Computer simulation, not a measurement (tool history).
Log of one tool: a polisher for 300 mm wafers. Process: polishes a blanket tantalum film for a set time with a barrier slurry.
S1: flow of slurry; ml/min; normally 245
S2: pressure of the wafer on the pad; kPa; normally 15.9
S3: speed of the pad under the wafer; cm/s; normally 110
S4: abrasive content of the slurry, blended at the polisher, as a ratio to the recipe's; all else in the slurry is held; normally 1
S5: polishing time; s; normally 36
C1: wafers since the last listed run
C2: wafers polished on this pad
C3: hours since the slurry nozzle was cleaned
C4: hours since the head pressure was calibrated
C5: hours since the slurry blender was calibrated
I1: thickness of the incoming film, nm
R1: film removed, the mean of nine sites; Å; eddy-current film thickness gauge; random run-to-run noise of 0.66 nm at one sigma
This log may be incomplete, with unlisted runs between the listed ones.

run	hour	S1	S2	S3	S4	S5	C1	C2	C3	C4	C5	I1	R1
1	0	245	15.9	110	1	36	0	2097	219	1153.7	266.6	218.2	640
# hour 11: worn pad replaced by a new one
# hour 32.1: slurry blender recalibrated
2	32.6	245	15.9	110	1	36	312	230	251.6	1186.3	0.5	218	612
3	56.1	200	15.9	110	1	36	276	506	275.1	1209.8	24	219.2	610
4	74.4	200	15.9	110	1	36	215	721	293.4	1228.1	42.3	218.6	605
5	98.2	200	15.9	110	1	36	279	1001	317.2	1251.9	66.1	220.8	600
6	116.4	245	15.9	110	1	36	213	1214	335.4	1270.1	84.3	224.4	611
7	139.6	245	15.9	110	1	36	272	1487	358.6	1293.3	107.5	221.5	607
8	158.1	245	15.9	110	1	36	217	1705	377.1	1311.8	126	221.2	616
# hour 182.7: worn pad replaced by a new one
9	189	245	19.3	110	1	36	316	73	408	1342.7	156.9	223.6	724
10	210.8	245	15.9	132	1	36	256	329	429.8	1364.5	178.7	220.3	722
11	246.4	245	15.9	132	1	36	418	748	465.4	1400.1	214.3	220.1	737
12	267.2	245	15.9	88	1	46	244	992	486.2	1420.9	235.1	221.8	617
13	291.2	285	17.9	110	1.1	36	282	1274	510.2	1444.9	259.1	221.4	698
14	318.2	245	15.9	110	1	36	317	1592	537.2	1471.9	286.1	219.3	592
# hour 332.7: head pressure recalibrated
15	337.3	245	20.7	94	1	36	200	1792	556.3	4.6	305.2	220	624
# hour 341.1: slurry nozzle cleaned
# hour 359: slurry blender recalibrated
16	360.9	245	15.9	110	1.15	36	242	2035	19.8	28.2	1.9	221.6	660
# hour 392.3: worn pad replaced by a new one
17	392.8	245	15.9	110	1	36	327	6	51.7	60.1	33.8	220.5	627
18	419.5	175	15.9	132	1	36	313	319	78.4	86.8	60.5	220.2	727
19	449.8	245	15.9	110	1	36	356	676	108.7	117.1	90.8	224.4	627
20	465.8	200	11	86	1	41	188	864	124.7	133.1	106.8	217.3	412
21	480.3	245	15.9	110	1	36	170	1034	139.2	147.6	121.3	220	620
22	533	245	15.9	110	1	36	619	1653	191.9	200.3	174	224.4	618
23	547.9	245	14.5	122	0.75	30	175	1829	206.8	215.2	188.9	222.8	496
# hour 559: worn pad replaced by a new one
24	574.9	245	15.9	110	0.8	36	270	187	233.8	242.2	215.9	216.9	583
25	605.3	215	15.9	110	0.75	28	357	544	264.2	272.6	246.3	221.9	435
26	618.6	310	17.2	128	1	36	156	700	277.5	285.9	259.6	221.4	791
# hour 626.6: slurry blender recalibrated
27	716.7	225	15.9	110	1	44	1129	1830	375.6	384	90.1	217.4	726
28	739.4	185	15.9	110	1	36	266	2097	398.3	406.7	112.8	221.5	588
29	760.2	245	15.9	110	1	36	244	2341	419.1	427.5	133.6	222.8	612

5 options for the next run, each taken on its own from the tool as it stands now. Forecast them:
A	760.6	245	15.9	110	1	36	3	2344	419.5	427.9	134	217.3	?
B	760.6	270	18.6	92	1	25	3	2344	419.5	427.9	134	217.3	?
C	760.6	200	19.3	110	1	42	3	2344	419.5	427.9	134	217.3	?
D	760.6	315	13.1	110	0.8	44	3	2344	419.5	427.9	134	217.3	?
E	760.6	170	18.6	110	1	31	3	2344	419.5	427.9	134	217.3	?

run	R1
A	607
B	409
C	806
D	614
E	558
Without the tool's unlogged condition, the same runs would have read:
run	R1
A	630
B	423
C	844
D	632
E	589
